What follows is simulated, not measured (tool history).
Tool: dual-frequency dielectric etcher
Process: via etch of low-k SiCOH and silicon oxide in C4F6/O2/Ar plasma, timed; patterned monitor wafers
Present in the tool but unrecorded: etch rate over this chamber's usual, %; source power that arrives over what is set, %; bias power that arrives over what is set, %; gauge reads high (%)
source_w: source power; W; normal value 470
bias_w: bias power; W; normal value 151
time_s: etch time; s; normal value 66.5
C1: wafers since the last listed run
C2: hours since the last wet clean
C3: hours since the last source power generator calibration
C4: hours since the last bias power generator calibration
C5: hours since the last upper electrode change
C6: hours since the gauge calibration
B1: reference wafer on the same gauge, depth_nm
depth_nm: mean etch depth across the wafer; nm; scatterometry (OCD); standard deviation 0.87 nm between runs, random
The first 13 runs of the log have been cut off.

{"run": 14, "day": 12.492, "source_w": 470, "bias_w": 166, "time_s": 66.5, "C1": 394, "C2": 503.4, "C3": 223.2, "C4": 2318.7, "C5": 5868.2, "C6": 204.3, "B1": 185, "depth_nm": 173}
{"run": 15, "day": 13.429, "source_w": 420, "bias_w": 167, "time_s": 56, "C1": 262, "C2": 525.9, "C3": 245.7, "C4": 2341.2, "C5": 5890.7, "C6": 226.8, "B1": 185.2, "depth_nm": 140.3}
{"run": 16, "day": 13.958, "source_w": 370, "bias_w": 151, "time_s": 82, "C1": 147, "C2": 538.6, "C3": 258.4, "C4": 2353.9, "C5": 5903.4, "C6": 239.5, "B1": 185.2, "depth_nm": 190.3}
{"day": 15.029, "done": "bias power generator calibrated"}
{"day": 15.904, "done": "upper electrode replaced"}
{"run": 17, "day": 15.925, "source_w": 470, "bias_w": 151, "time_s": 66.5, "C1": 258, "C2": 585.8, "C3": 305.6, "C4": 21.5, "C5": 0.5, "C6": 286.7, "B1": 185.5, "depth_nm": 169.4}
{"run": 18, "day": 16.183, "source_w": 560, "bias_w": 184, "time_s": 66.5, "C1": 72, "C2": 592, "C3": 311.8, "C4": 27.7, "C5": 6.7, "C6": 292.9, "B1": 185.6, "depth_nm": 189.9}
{"run": 19, "day": 17.383, "source_w": 470, "bias_w": 128, "time_s": 66.5, "C1": 335, "C2": 620.8, "C3": 340.6, "C4": 56.5, "C5": 35.5, "C6": 321.7, "B1": 185.9, "depth_nm": 160.1}
{"day": 18.617, "done": "wet clean of the chamber"}
{"run": 20, "day": 18.65, "source_w": 470, "bias_w": 151, "time_s": 66.5, "C1": 74, "C2": 0.8, "C3": 371, "C4": 86.9, "C5": 65.9, "C6": 352.1, "B1": 185.8, "depth_nm": 167.8}
{"run": 21, "day": 19.254, "source_w": 520, "bias_w": 131, "time_s": 73, "C1": 168, "C2": 15.3, "C3": 385.5, "C4": 101.4, "C5": 80.4, "C6": 366.6, "B1": 185.8, "depth_nm": 184.1}
{"run": 22, "day": 20.475, "source_w": 470, "bias_w": 151, "time_s": 51.5, "C1": 341, "C2": 44.6, "C3": 414.8, "C4": 130.7, "C5": 109.7, "C6": 395.9, "B1": 186.1, "depth_nm": 130.6}
{"run": 23, "day": 21.221, "source_w": 470, "bias_w": 151, "time_s": 82, "C1": 208, "C2": 62.5, "C3": 432.7, "C4": 148.6, "C5": 127.6, "C6": 413.8, "B1": 185.9, "depth_nm": 209.8}
{"run": 24, "day": 22.171, "source_w": 580, "bias_w": 163, "time_s": 77.5, "C1": 265, "C2": 85.3, "C3": 455.5, "C4": 171.4, "C5": 150.4, "C6": 436.6, "B1": 185.9, "depth_nm": 218.1}
{"run": 25, "day": 22.775, "source_w": 470, "bias_w": 119, "time_s": 52, "C1": 168, "C2": 99.8, "C3": 470, "C4": 185.9, "C5": 164.9, "C6": 451.1, "B1": 186.2, "depth_nm": 123.2}
{"run": 26, "day": 23.683, "source_w": 550, "bias_w": 172, "time_s": 60, "C1": 253, "C2": 121.6, "C3": 491.8, "C4": 207.7, "C5": 186.7, "C6": 472.9, "B1": 186.3, "depth_nm": 168}
{"run": 27, "day": 26.217, "source_w": 590, "bias_w": 151, "time_s": 74, "C1": 708, "C2": 182.4, "C3": 552.6, "C4": 268.5, "C5": 247.5, "C6": 533.7, "B1": 186.6, "depth_nm": 205.4}
{"run": 28, "day": 26.75, "source_w": 470, "bias_w": 151, "time_s": 66.5, "C1": 149, "C2": 195.2, "C3": 565.4, "C4": 281.3, "C5": 260.3, "C6": 546.5, "B1": 186.5, "depth_nm": 169.4}
{"run": 29, "day": 28.075, "source_w": 530, "bias_w": 151, "time_s": 66.5, "C1": 370, "C2": 227, "C3": 597.2, "C4": 313.1, "C5": 292.1, "C6": 578.3, "B1": 186.9, "depth_nm": 176.6}
{"run": 30, "day": 29.529, "source_w": 570, "bias_w": 138, "time_s": 85, "C1": 406, "C2": 261.9, "C3": 632.1, "C4": 348, "C5": 327, "C6": 613.2, "B1": 187.1, "depth_nm": 226.7}

Forecast each of these 4 alternatives for the next run:
{"run": "A", "day": 29.546, "source_w": 470, "bias_w": 116, "time_s": 66.5, "C1": 4, "C2": 262.3, "C3": 632.5, "C4": 348.4, "C5": 327.4, "C6": 613.6, "B1": "?", "depth_nm": "?"}
{"run": "B", "day": 29.546, "source_w": 470, "bias_w": 121, "time_s": 66.5, "C1": 4, "C2": 262.3, "C3": 632.5, "C4": 348.4, "C5": 327.4, "C6": 613.6, "B1": "?", "depth_nm": "?"}
{"run": "C", "day": 29.546, "source_w": 470, "bias_w": 125, "time_s": 66.5, "C1": 4, "C2": 262.3, "C3": 632.5, "C4": 348.4, "C5": 327.4, "C6": 613.6, "B1": "?", "depth_nm": "?"}
{"run": "D", "day": 29.546, "source_w": 550, "bias_w": 151, "time_s": 66.5, "C1": 4, "C2": 262.3, "C3": 632.5, "C4": 348.4, "C5": 327.4, "C6": 613.6, "B1": "?", "depth_nm": "?"}

run=A B1=186.8 depth_nm=157.5
run=B B1=186.8 depth_nm=159.3
run=C B1=186.8 depth_nm=160.7
run=D B1=186.8 depth_nm=179.5
The same runs, with their run-to-run variation unchanged, on a tool lacking any hidden condition would have given:
run=A depth_nm=155
run=B depth_nm=156.8
run=C depth_nm=158.2
run=D depth_nm=176.7
